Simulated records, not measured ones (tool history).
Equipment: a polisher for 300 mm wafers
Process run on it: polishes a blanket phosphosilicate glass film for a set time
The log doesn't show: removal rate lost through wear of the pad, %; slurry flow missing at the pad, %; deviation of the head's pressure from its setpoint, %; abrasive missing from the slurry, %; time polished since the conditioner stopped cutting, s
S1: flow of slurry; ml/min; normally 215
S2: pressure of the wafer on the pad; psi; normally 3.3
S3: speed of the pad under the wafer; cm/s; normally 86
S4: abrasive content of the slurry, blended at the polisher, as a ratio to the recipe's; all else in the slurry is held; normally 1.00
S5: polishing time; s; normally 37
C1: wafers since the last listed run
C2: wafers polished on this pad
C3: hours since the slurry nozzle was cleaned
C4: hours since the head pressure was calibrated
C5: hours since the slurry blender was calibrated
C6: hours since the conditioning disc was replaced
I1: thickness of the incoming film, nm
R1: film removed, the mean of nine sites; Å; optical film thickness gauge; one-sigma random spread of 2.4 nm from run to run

{"run": 1, "hour": 0.0, "S1": 215, "S2": 3.9, "S3": 86, "S4": 1.1, "S5": 37, "C1": 0, "C2": 1497, "C3": 365.4, "C4": 410.3, "C5": 182.7, "C6": 292.2, "I1": 2295.6, "R1": 3246}
{"run": 2, "hour": 21.6, "S1": 215, "S2": 3.9, "S3": 86, "S4": 1.1, "S5": 37, "C1": 274, "C2": 1771, "C3": 387.0, "C4": 431.9, "C5": 204.3, "C6": 313.8, "I1": 2316.3, "R1": 3272}
{"hour": 47.1, "done": "worn pad replaced by a new one"}
{"run": 3, "hour": 47.6, "S1": 215, "S2": 3.3, "S3": 86, "S4": 1.0, "S5": 37, "C1": 279, "C2": 6, "C3": 413.0, "C4": 457.9, "C5": 230.3, "C6": 339.8, "I1": 2274.3, "R1": 2563}
{"run": 4, "hour": 73.5, "S1": 215, "S2": 3.3, "S3": 86, "S4": 1.0, "S5": 37, "C1": 328, "C2": 335, "C3": 438.9, "C4": 483.8, "C5": 256.2, "C6": 365.7, "I1": 2247.0, "R1": 2553}
{"run": 5, "hour": 100.3, "S1": 215, "S2": 3.3, "S3": 86, "S4": 0.9, "S5": 37, "C1": 340, "C2": 675, "C3": 465.7, "C4": 510.6, "C5": 283.0, "C6": 392.5, "I1": 2258.9, "R1": 2382}
{"hour": 121.1, "done": "slurry blender recalibrated"}
{"run": 6, "hour": 126.2, "S1": 215, "S2": 3.3, "S3": 86, "S4": 0.9, "S5": 37, "C1": 303, "C2": 978, "C3": 491.6, "C4": 536.5, "C5": 5.1, "C6": 418.4, "I1": 2252.7, "R1": 2380}
{"run": 7, "hour": 161.2, "S1": 215, "S2": 3.3, "S3": 86, "S4": 0.9, "S5": 37, "C1": 444, "C2": 1422, "C3": 526.6, "C4": 571.5, "C5": 40.1, "C6": 453.4, "I1": 2258.8, "R1": 2324}
{"run": 8, "hour": 180.7, "S1": 215, "S2": 2.7, "S3": 86, "S4": 1.0, "S5": 34, "C1": 247, "C2": 1670, "C3": 546.1, "C4": 591.0, "C5": 59.6, "C6": 472.9, "I1": 2252.6, "R1": 1933}
{"hour": 204.9, "done": "slurry nozzle cleaned"}
{"run": 9, "hour": 207.6, "S1": 215, "S2": 2.8, "S3": 86, "S4": 1.0, "S5": 37, "C1": 328, "C2": 1999, "C3": 2.7, "C4": 617.9, "C5": 86.5, "C6": 499.8, "I1": 2283.7, "R1": 2327}
{"hour": 233.8, "done": "worn pad replaced by a new one"}
{"run": 10, "hour": 241.1, "S1": 215, "S2": 2.8, "S3": 86, "S4": 1.0, "S5": 37, "C1": 374, "C2": 92, "C3": 36.2, "C4": 651.4, "C5": 120.0, "C6": 533.3, "I1": 2267.4, "R1": 2319}
{"run": 11, "hour": 263.4, "S1": 215, "S2": 2.9, "S3": 60, "S4": 1.25, "S5": 48, "C1": 283, "C2": 375, "C3": 58.5, "C4": 673.7, "C5": 142.3, "C6": 555.6, "I1": 2266.9, "R1": 2672}
{"hour": 272.5, "done": "conditioning disc replaced and pad reconditioned"}
{"run": 12, "hour": 289.6, "S1": 280, "S2": 2.3, "S3": 86, "S4": 1.15, "S5": 41, "C1": 307, "C2": 682, "C3": 84.7, "C4": 699.9, "C5": 168.5, "C6": 17.1, "I1": 2272.4, "R1": 2345}
{"hour": 309.5, "done": "head pressure recalibrated"}
{"run": 13, "hour": 312.2, "S1": 265, "S2": 3.7, "S3": 86, "S4": 1.0, "S5": 37, "C1": 261, "C2": 944, "C3": 107.3, "C4": 2.7, "C5": 191.1, "C6": 39.7, "I1": 2265.8, "R1": 3080}
{"run": 14, "hour": 336.2, "S1": 215, "S2": 3.3, "S3": 86, "S4": 1.0, "S5": 37, "C1": 304, "C2": 1248, "C3": 131.3, "C4": 26.7, "C5": 215.1, "C6": 63.7, "I1": 2292.6, "R1": 2706}
{"run": 15, "hour": 361.7, "S1": 215, "S2": 2.9, "S3": 86, "S4": 1.1, "S5": 26, "C1": 323, "C2": 1572, "C3": 156.8, "C4": 52.2, "C5": 240.6, "C6": 89.2, "I1": 2233.6, "R1": 1784}
{"hour": 382.5, "done": "worn pad replaced by a new one"}
{"run": 16, "hour": 394.6, "S1": 215, "S2": 3.3, "S3": 86, "S4": 1.0, "S5": 37, "C1": 366, "C2": 153, "C3": 189.7, "C4": 85.1, "C5": 273.5, "C6": 122.1, "I1": 2287.7, "R1": 2653}
{"run": 17, "hour": 422.0, "S1": 270, "S2": 3.3, "S3": 76, "S4": 0.75, "S5": 37, "C1": 347, "C2": 501, "C3": 217.1, "C4": 112.5, "C5": 300.9, "C6": 149.5, "I1": 2301.2, "R1": 1918}

Estimate the outcome of run 18 from the log above:
{"hour": 437.6, "done": "slurry blender recalibrated"}
{"run": 18, "hour": 454.0, "S1": 215, "S2": 3.3, "S3": 86, "S4": 1.0, "S5": 37, "C1": 380, "C2": 882, "C3": 249.1, "C4": 144.5, "C5": 16.4, "C6": 181.5, "I1": 2314.7, "R1": "?"}

R1: 2593 Å
If the tool had no hidden condition, the same run with the same run-to-run variation would have returned R1 2753 Å.
